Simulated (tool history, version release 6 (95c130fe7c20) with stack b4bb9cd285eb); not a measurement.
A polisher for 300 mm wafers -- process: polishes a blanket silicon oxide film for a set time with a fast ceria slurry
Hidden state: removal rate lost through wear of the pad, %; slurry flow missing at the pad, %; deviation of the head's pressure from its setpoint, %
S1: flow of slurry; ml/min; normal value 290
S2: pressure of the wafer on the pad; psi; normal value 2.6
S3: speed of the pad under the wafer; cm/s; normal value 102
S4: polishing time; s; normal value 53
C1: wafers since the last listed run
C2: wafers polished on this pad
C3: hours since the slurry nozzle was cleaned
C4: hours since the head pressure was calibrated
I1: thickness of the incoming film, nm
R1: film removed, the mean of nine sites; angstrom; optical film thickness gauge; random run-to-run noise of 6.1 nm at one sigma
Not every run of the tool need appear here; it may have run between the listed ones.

run,day,S1,S2,S3,S4,C1,C2,C3,C4,I1,R1
1,0.000,290,2.6,102,53,0,1027,366.9,1031.2,2285.7,7826
2,0.296,290,2.6,102,53,83,1111,374.0,1038.3,2312.8,7840
3,0.967,290,2.6,102,53,188,1299,390.1,1054.4,2283.0,7694
4,1.417,290,2.6,102,53,126,1426,400.9,1065.2,2272.1,7598
# day 1.829: worn pad replaced by a new one
5,1.850,290,2.6,102,53,75,6,411.3,1075.6,2292.1,8371
6,2.538,310,2.6,102,53,193,199,427.8,1092.1,2236.8,8268
7,3.025,310,2.6,102,53,137,336,439.5,1103.8,2265.5,8283
8,3.646,310,2.6,102,53,174,511,454.4,1118.7,2272.0,8086
9,4.096,290,2.6,102,53,126,638,465.2,1129.5,2264.2,7943
10,4.442,290,2.6,78,53,97,735,473.5,1137.8,2251.5,6257
11,5.179,290,2.6,78,53,207,942,491.2,1155.5,2282.9,6198
# day 5.504: slurry nozzle cleaned
12,5.525,375,2.0,122,65,85,1028,0.5,1163.8,2283.3,8681
# day 6.300: worn pad replaced by a new one
13,6.321,205,2.2,114,53,177,5,19.6,1182.9,2288.8,7507
14,6.892,220,2.1,92,53,160,165,33.3,1196.6,2269.0,5928
15,7.583,355,2.6,102,53,194,360,49.9,1213.2,2259.2,8274
# day 7.975: head pressure recalibrated
16,8.012,310,2.6,102,53,97,457,60.2,0.9,2280.7,8177
17,8.550,210,3.4,122,62,151,609,73.1,13.8,2278.9,13797
18,8.854,385,2.2,126,58,85,694,80.4,21.1,2224.0,8924
19,9.271,250,2.6,102,53,117,811,90.4,31.1,2295.3,7738
20,9.817,375,3.2,128,65,153,965,103.5,44.2,2272.5,14388
21,10.108,335,2.6,102,53,82,1047,110.5,51.2,2306.0,7730
22,10.462,290,2.6,102,53,99,1147,119.0,59.7,2265.4,7746

Here are 3 independent what-if runs from the current tool condition. What would each one return?
A,10.479,290,2.6,102,53,4,1152,119.4,60.1,2270.5,?
B,10.479,290,2.6,132,64,4,1152,119.4,60.1,2270.5,?
C,10.479,290,3.4,102,53,4,1152,119.4,60.1,2270.5,?

run,R1
A,7697
B,11635
C,10066
Take away the tool's hidden state, keep each run's random variation, and the runs would have read:
run,R1
A,8329
B,12590
C,10891
